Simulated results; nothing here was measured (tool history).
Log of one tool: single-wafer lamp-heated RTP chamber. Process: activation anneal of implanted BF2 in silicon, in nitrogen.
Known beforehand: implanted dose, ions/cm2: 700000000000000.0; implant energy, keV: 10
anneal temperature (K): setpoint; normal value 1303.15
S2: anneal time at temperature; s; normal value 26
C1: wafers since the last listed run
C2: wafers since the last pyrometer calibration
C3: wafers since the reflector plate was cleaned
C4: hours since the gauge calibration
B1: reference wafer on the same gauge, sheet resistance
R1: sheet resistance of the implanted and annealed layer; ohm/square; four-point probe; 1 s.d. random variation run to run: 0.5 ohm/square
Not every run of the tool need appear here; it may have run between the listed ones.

{"run": 1, "day": 0.0, "anneal temperature (K)": 1303.15, "S2": 26, "C1": 0, "C2": 3341, "C3": 1694, "C4": 107.7, "B1": 190.94, "R1": 213.11}
{"run": 2, "day": 0.4, "anneal temperature (K)": 1303.15, "S2": 26, "C1": 166, "C2": 3508, "C3": 1860, "C4": 117.3, "B1": 191.05, "R1": 212.15}
{"run": 3, "day": 0.946, "anneal temperature (K)": 1303.15, "S2": 26, "C1": 227, "C2": 3735, "C3": 2088, "C4": 130.4, "B1": 190.99, "R1": 211.47}
{"run": 4, "day": 1.421, "anneal temperature (K)": 1303.15, "S2": 26, "C1": 198, "C2": 3934, "C3": 2286, "C4": 141.8, "B1": 191.02, "R1": 212.66}
{"run": 5, "day": 1.812, "anneal temperature (K)": 1303.15, "S2": 26, "C1": 163, "C2": 4097, "C3": 2450, "C4": 151.2, "B1": 191.07, "R1": 212.12}
{"run": 6, "day": 2.412, "anneal temperature (K)": 1303.15, "S2": 26, "C1": 250, "C2": 4348, "C3": 2700, "C4": 165.6, "B1": 190.91, "R1": 211.43}
{"run": 7, "day": 2.883, "anneal temperature (K)": 1303.15, "S2": 26, "C1": 196, "C2": 4544, "C3": 2897, "C4": 176.9, "B1": 190.99, "R1": 211.43}
{"run": 8, "day": 3.429, "anneal temperature (K)": 1303.15, "S2": 26, "C1": 227, "C2": 4772, "C3": 3125, "C4": 190, "B1": 190.95, "R1": 211.21}
{"run": 9, "day": 4.158, "anneal temperature (K)": 1320.15, "S2": 26, "C1": 304, "C2": 5076, "C3": 3429, "C4": 207.5, "B1": 191.07, "R1": 195.19}
{"run": 10, "day": 4.846, "anneal temperature (K)": 1320.15, "S2": 26, "C1": 286, "C2": 5363, "C3": 3716, "C4": 224, "B1": 191.02, "R1": 194.52}
{"run": 11, "day": 5.362, "anneal temperature (K)": 1303.15, "S2": 26, "C1": 215, "C2": 5579, "C3": 3931, "C4": 236.4, "B1": 190.98, "R1": 210.28}
{"run": 12, "day": 5.992, "anneal temperature (K)": 1303.15, "S2": 26, "C1": 262, "C2": 5841, "C3": 4194, "C4": 251.5, "B1": 190.94, "R1": 210.1}
{"day": 6.117, "done": "gauge calibrated"}
{"run": 13, "day": 6.704, "anneal temperature (K)": 1303.15, "S2": 26, "C1": 297, "C2": 6139, "C3": 4491, "C4": 14.1, "B1": 191.05, "R1": 209.31}
{"run": 14, "day": 8.546, "anneal temperature (K)": 1303.15, "S2": 26, "C1": 768, "C2": 6907, "C3": 5260, "C4": 58.3, "B1": 190.95, "R1": 209.6}
{"run": 15, "day": 9.079, "anneal temperature (K)": 1312.15, "S2": 11, "C1": 222, "C2": 7130, "C3": 5482, "C4": 71.1, "B1": 191.03, "R1": 225.36}
{"run": 16, "day": 9.367, "anneal temperature (K)": 1278.15, "S2": 19, "C1": 119, "C2": 7250, "C3": 5602, "C4": 78, "B1": 191.02, "R1": 248.06}
{"run": 17, "day": 9.704, "anneal temperature (K)": 1323.15, "S2": 33, "C1": 140, "C2": 7390, "C3": 5743, "C4": 86.1, "B1": 191.04, "R1": 185.56}
{"day": 10.608, "done": "reflector plate cleaned"}
{"run": 18, "day": 10.629, "anneal temperature (K)": 1303.15, "S2": 26, "C1": 246, "C2": 7637, "C3": 9, "C4": 108.3, "B1": 190.93, "R1": 210.64}
{"run": 19, "day": 10.642, "anneal temperature (K)": 1286.15, "S2": 38, "C1": 5, "C2": 7643, "C3": 14, "C4": 108.6, "B1": 191.04, "R1": 218.03}
{"run": 20, "day": 11.046, "anneal temperature (K)": 1293.15, "S2": 11, "C1": 168, "C2": 7811, "C3": 183, "C4": 118.3, "B1": 190.92, "R1": 251.06}
{"run": 21, "day": 11.4, "anneal temperature (K)": 1303.15, "S2": 39, "C1": 147, "C2": 7959, "C3": 330, "C4": 126.8, "B1": 190.97, "R1": 200.4}
{"run": 22, "day": 11.962, "anneal temperature (K)": 1303.15, "S2": 26, "C1": 234, "C2": 8194, "C3": 565, "C4": 140.3, "B1": 190.98, "R1": 210.94}
{"run": 23, "day": 12.254, "anneal temperature (K)": 1303.15, "S2": 13, "C1": 121, "C2": 8315, "C3": 687, "C4": 147.3, "B1": 191.04, "R1": 233.49}
{"day": 12.842, "done": "pyrometer window cleaned and pyrometer calibrated"}
{"run": 24, "day": 12.988, "anneal temperature (K)": 1326.15, "S2": 37, "C1": 166, "C2": 61, "C3": 854, "C4": 164.9, "B1": 190.94, "R1": 184.69}
{"run": 25, "day": 13.504, "anneal temperature (K)": 1303.15, "S2": 26, "C1": 215, "C2": 276, "C3": 1069, "C4": 177.3, "B1": 190.97, "R1": 215.81}
{"run": 26, "day": 13.908, "anneal temperature (K)": 1286.15, "S2": 13, "C1": 168, "C2": 445, "C3": 1238, "C4": 187, "B1": 191.05, "R1": 260.11}
{"run": 27, "day": 14.221, "anneal temperature (K)": 1317.15, "S2": 32, "C1": 130, "C2": 575, "C3": 1368, "C4": 194.5, "B1": 191, "R1": 195.18}
{"run": 28, "day": 14.704, "anneal temperature (K)": 1303.15, "S2": 26, "C1": 201, "C2": 777, "C3": 1570, "C4": 206.1, "B1": 191.02, "R1": 214.55}
{"run": 29, "day": 16.604, "anneal temperature (K)": 1329.15, "S2": 32, "C1": 792, "C2": 1570, "C3": 2363, "C4": 251.7, "B1": 190.98, "R1": 184.6}

Hidden state or all else? Some run-to-run changes of R1, split into what the settings, what came in and random variation would give without the hidden state, and what is left for the hidden state (with any gauge scatter that isn't in both results):
The hidden state here: true wafer temperature minus pyrometer reading, K; wafer temperature error from the tarnished reflector plate, K; gauge reads high (%).
Run 16 -> 17: anneal temperature (K) 1278.15 -> 1323.15, S2 19 -> 33. R1 -62.5 ohm/square: hidden state +3.78, all else -66.28.
Run 23 -> 24: anneal temperature (K) 1303.15 -> 1326.15, S2 13 -> 37, pyrometer window cleaned and pyrometer calibrated. R1 -48.8 ohm/square: hidden state +5.21, all else -54.01.
Run 26 -> 27: anneal temperature (K) 1286.15 -> 1317.15, S2 13 -> 32. R1 -64.93 ohm/square: hidden state +0.42, all else -65.35.
